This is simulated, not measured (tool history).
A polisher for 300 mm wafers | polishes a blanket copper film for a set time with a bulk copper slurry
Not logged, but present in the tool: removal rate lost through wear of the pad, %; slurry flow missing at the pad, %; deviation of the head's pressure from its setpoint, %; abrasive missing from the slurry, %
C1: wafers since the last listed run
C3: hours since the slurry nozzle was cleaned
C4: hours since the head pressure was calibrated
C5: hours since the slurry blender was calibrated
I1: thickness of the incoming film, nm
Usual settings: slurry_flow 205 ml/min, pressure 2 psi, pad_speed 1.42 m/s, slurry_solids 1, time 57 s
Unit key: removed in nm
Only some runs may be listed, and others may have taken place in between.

run 1 hour=0 | slurry_flow=205 pressure=2 pad_speed=1.42 slurry_solids=1.15 time=70 | C1=0 wafers_polished_on_this_pad=672 C3=362.5 C4=823 C5=166.7 | I1=2683.9 | removed=475.9
run 2 hour=8 | slurry_flow=205 pressure=2 pad_speed=1.42 slurry_solids=1.15 time=70 | C1=77 wafers_polished_on_this_pad=749 C3=370.5 C4=831 C5=174.7 | I1=2601 | removed=467.7
run 3 hour=23.2 | slurry_flow=205 pressure=2 pad_speed=1.42 slurry_solids=1.15 time=70 | C1=147 wafers_polished_on_this_pad=897 C3=385.7 C4=846.2 C5=189.9 | I1=2658 | removed=452.2
-- hour=39 worn pad replaced by a new one
run 4 hour=39.5 | slurry_flow=205 pressure=2 pad_speed=1.42 slurry_solids=1 time=57 | C1=119 wafers_polished_on_this_pad=4 C3=402 C4=862.5 C5=206.2 | I1=2614.5 | removed=410.6
run 5 hour=46.9 | slurry_flow=205 pressure=2 pad_speed=1.42 slurry_solids=1 time=57 | C1=71 wafers_polished_on_this_pad=76 C3=409.4 C4=869.9 C5=213.6 | I1=2668 | removed=402.2
-- hour=59.4 slurry nozzle cleaned
-- hour=83.4 slurry blender recalibrated
run 6 hour=86.1 | slurry_flow=205 pressure=2 pad_speed=1.42 slurry_solids=1 time=57 | C1=350 wafers_polished_on_this_pad=427 C3=26.7 C4=909.1 C5=2.7 | I1=2635.6 | removed=431.5
run 7 hour=98.8 | slurry_flow=205 pressure=2 pad_speed=1.42 slurry_solids=1 time=57 | C1=123 wafers_polished_on_this_pad=550 C3=39.4 C4=921.8 C5=15.4 | I1=2679.5 | removed=417.3
run 8 hour=113.8 | slurry_flow=205 pressure=2 pad_speed=1.42 slurry_solids=1 time=57 | C1=145 wafers_polished_on_this_pad=695 C3=54.4 C4=936.8 C5=30.4 | I1=2600.2 | removed=398.5
-- hour=124.5 worn pad replaced by a new one
run 9 hour=125.5 | slurry_flow=205 pressure=2 pad_speed=1.42 slurry_solids=1 time=57 | C1=74 wafers_polished_on_this_pad=9 C3=66.1 C4=948.5 C5=42.1 | I1=2621.9 | removed=455.8
run 10 hour=139.2 | slurry_flow=205 pressure=2 pad_speed=1.42 slurry_solids=1.1 time=57 | C1=132 wafers_polished_on_this_pad=142 C3=79.8 C4=962.2 C5=55.8 | I1=2639.4 | removed=444.1
run 11 hour=153.2 | slurry_flow=205 pressure=2 pad_speed=1.42 slurry_solids=1.1 time=57 | C1=135 wafers_polished_on_this_pad=278 C3=93.8 C4=976.2 C5=69.8 | I1=2645.4 | removed=442.3
run 12 hour=171 | slurry_flow=250 pressure=2 pad_speed=1.42 slurry_solids=1 time=47 | C1=172 wafers_polished_on_this_pad=450 C3=111.6 C4=994 C5=87.6 | I1=2641.8 | removed=357.7
-- hour=182.4 head pressure recalibrated
run 13 hour=183.5 | slurry_flow=205 pressure=2 pad_speed=1.42 slurry_solids=1 time=57 | C1=101 wafers_polished_on_this_pad=552 C3=124.1 C4=1.1 C5=100.1 | I1=2655.9 | removed=417.5
run 14 hour=193.6 | slurry_flow=145 pressure=2 pad_speed=1.42 slurry_solids=0.75 time=52 | C1=97 wafers_polished_on_this_pad=650 C3=134.2 C4=11.2 C5=110.2 | I1=2651.4 | removed=336.2

Run 15, settings as shown, results not yet in. Your forecast:
run 15 hour=202.2 | slurry_flow=205 pressure=2 pad_speed=1.42 slurry_solids=1 time=57 | C1=83 wafers_polished_on_this_pad=733 C3=142.8 C4=19.8 C5=118.8 | I1=2657.6 | removed=?

removed: 403.2 nm
Take away the tool's hidden state, keep the run-to-run variation as it was, and the same run would have given removed 452.7 nm.
